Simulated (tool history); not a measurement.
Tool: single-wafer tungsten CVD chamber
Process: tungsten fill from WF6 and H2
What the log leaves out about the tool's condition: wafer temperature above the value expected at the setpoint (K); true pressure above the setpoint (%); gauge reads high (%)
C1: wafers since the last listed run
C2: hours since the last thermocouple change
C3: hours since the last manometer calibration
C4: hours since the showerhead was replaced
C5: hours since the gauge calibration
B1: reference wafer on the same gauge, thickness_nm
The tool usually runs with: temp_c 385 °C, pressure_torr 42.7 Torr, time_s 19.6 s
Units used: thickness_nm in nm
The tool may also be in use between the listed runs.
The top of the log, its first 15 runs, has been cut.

Run 16, day 14.771: usual settings but time_s 21.6 s; C1 349; C2 1429.8; C3 887.9; C4 117.3; C5 656.7; B1 65.506. Result: thickness_nm 62.280 nm.
Run 17, day 16.242: usual settings but time_s 18.2 s; C1 779; C2 1465.1; C3 923.2; C4 152.6; C5 692.0; B1 65.551. Result: thickness_nm 52.264 nm.
At day 17.175: gauge calibrated.
Run 18, day 19.267: usual settings; C1 1603; C2 1537.7; C3 995.8; C4 225.2; C5 50.2; B1 65.674. Result: thickness_nm 56.404 nm.
Run 19, day 20.383: usual settings; C1 592; C2 1564.5; C3 1022.6; C4 252.0; C5 77.0; B1 65.581. Result: thickness_nm 56.676 nm.
Run 20, day 21.017: usual settings; C1 335; C2 1579.7; C3 1037.8; C4 267.2; C5 92.2; B1 65.339. Result: thickness_nm 56.456 nm.
Run 21, day 21.712: usual settings but pressure_torr 51.9 Torr, time_s 16.8 s; C1 368; C2 1596.4; C3 1054.5; C4 283.9; C5 108.9; B1 65.667. Result: thickness_nm 52.168 nm.
At day 22.796: capacitance manometer re-zeroed and calibrated.
Run 22, day 22.817: usual settings; C1 408; C2 1622.9; C3 0.5; C4 310.4; C5 135.4; B1 65.704. Result: thickness_nm 55.990 nm.
At day 23.775: thermocouple changed; heater temperature recalibrated.
Run 23, day 23.796: usual settings but temp_c 391 °C; C1 342; C2 0.5; C3 24.0; C4 333.9; C5 158.9; B1 65.759. Result: thickness_nm 63.402 nm.
Run 24, day 24.688: usual settings; C1 472; C2 21.9; C3 45.4; C4 355.3; C5 180.3; B1 65.393. Result: thickness_nm 56.868 nm.
Run 25, day 25.646: usual settings but temp_c 397 °C, pressure_torr 47.4 Torr, time_s 15.9 s; C1 508; C2 44.9; C3 68.4; C4 378.3; C5 203.3; B1 65.568. Result: thickness_nm 59.370 nm.
Run 26, day 26.638: usual settings; C1 525; C2 68.7; C3 92.2; C4 402.1; C5 227.1; B1 65.783. Result: thickness_nm 56.748 nm.
Run 27, day 27.867: usual settings; C1 651; C2 98.2; C3 121.7; C4 431.6; C5 256.6; B1 65.753. Result: thickness_nm 56.372 nm.
Run 28, day 29.721: usual settings but pressure_torr 45.9 Torr, time_s 16.6 s; C1 983; C2 142.7; C3 166.2; C4 476.1; C5 301.1; B1 65.368. Result: thickness_nm 48.923 nm.
Run 29, day 30.933: usual settings but temp_c 381 °C, pressure_torr 49.7 Torr, time_s 23.4 s; C1 642; C2 171.8; C3 195.3; C4 505.2; C5 330.2; B1 65.494. Result: thickness_nm 66.696 nm.
Run 30, day 31.788: usual settings but temp_c 394 °C, pressure_torr 32.9 Torr, time_s 17.2 s; C1 452; C2 192.3; C3 215.8; C4 525.7; C5 350.7; B1 65.555. Result: thickness_nm 52.094 nm.
Run 31, day 32.858: usual settings but pressure_torr 36.4 Torr, time_s 22.2 s; C1 567; C2 218.0; C3 241.5; C4 551.4; C5 376.4; B1 65.599. Result: thickness_nm 59.528 nm.
Run 32, day 33.846: usual settings but temp_c 392 °C, pressure_torr 48.4 Torr; C1 523; C2 241.7; C3 265.2; C4 575.1; C5 400.1; B1 65.793. Result: thickness_nm 67.231 nm.
Run 33, day 34.567: usual settings but temp_c 391 °C, pressure_torr 50.9 Torr, time_s 22.1 s; C1 382; C2 259.0; C3 282.5; C4 592.4; C5 417.4; B1 65.600. Result: thickness_nm 76.706 nm.

Alternative continuations, all from the tool just after run 33; predict every row:
Run A, day 34.583: usual settings but time_s 22.0 s; C1 8; C2 259.4; C3 282.9; C4 592.8; C5 417.8; B1 ?. Result: thickness_nm ?.
Run B, day 34.583: usual settings but pressure_torr 47.5 Torr; C1 8; C2 259.4; C3 282.9; C4 592.8; C5 417.8; B1 ?. Result: thickness_nm ?.
Run C, day 34.583: usual settings but time_s 15.8 s; C1 8; C2 259.4; C3 282.9; C4 592.8; C5 417.8; B1 ?. Result: thickness_nm ?.
Run D, day 34.583: usual settings but temp_c 391 °C, pressure_torr 52.7 Torr, time_s 20.8 s; C1 8; C2 259.4; C3 282.9; C4 592.8; C5 417.8; B1 ?. Result: thickness_nm ?.
Run E, day 34.583: usual settings but pressure_torr 47.8 Torr; C1 8; C2 259.4; C3 282.9; C4 592.8; C5 417.8; B1 ?. Result: thickness_nm ?.

run      B1  thickness_nm
  A  65.705        63.177
  B  65.705        58.873
  C  65.705        45.306
  D  65.705        73.106
  E  65.705        59.032
Take away the tool's hidden state, keep each run's random variation, and the runs would have read:
run  thickness_nm
  A        63.177
  B        58.873
  C        45.306
  D        73.106
  E        59.032
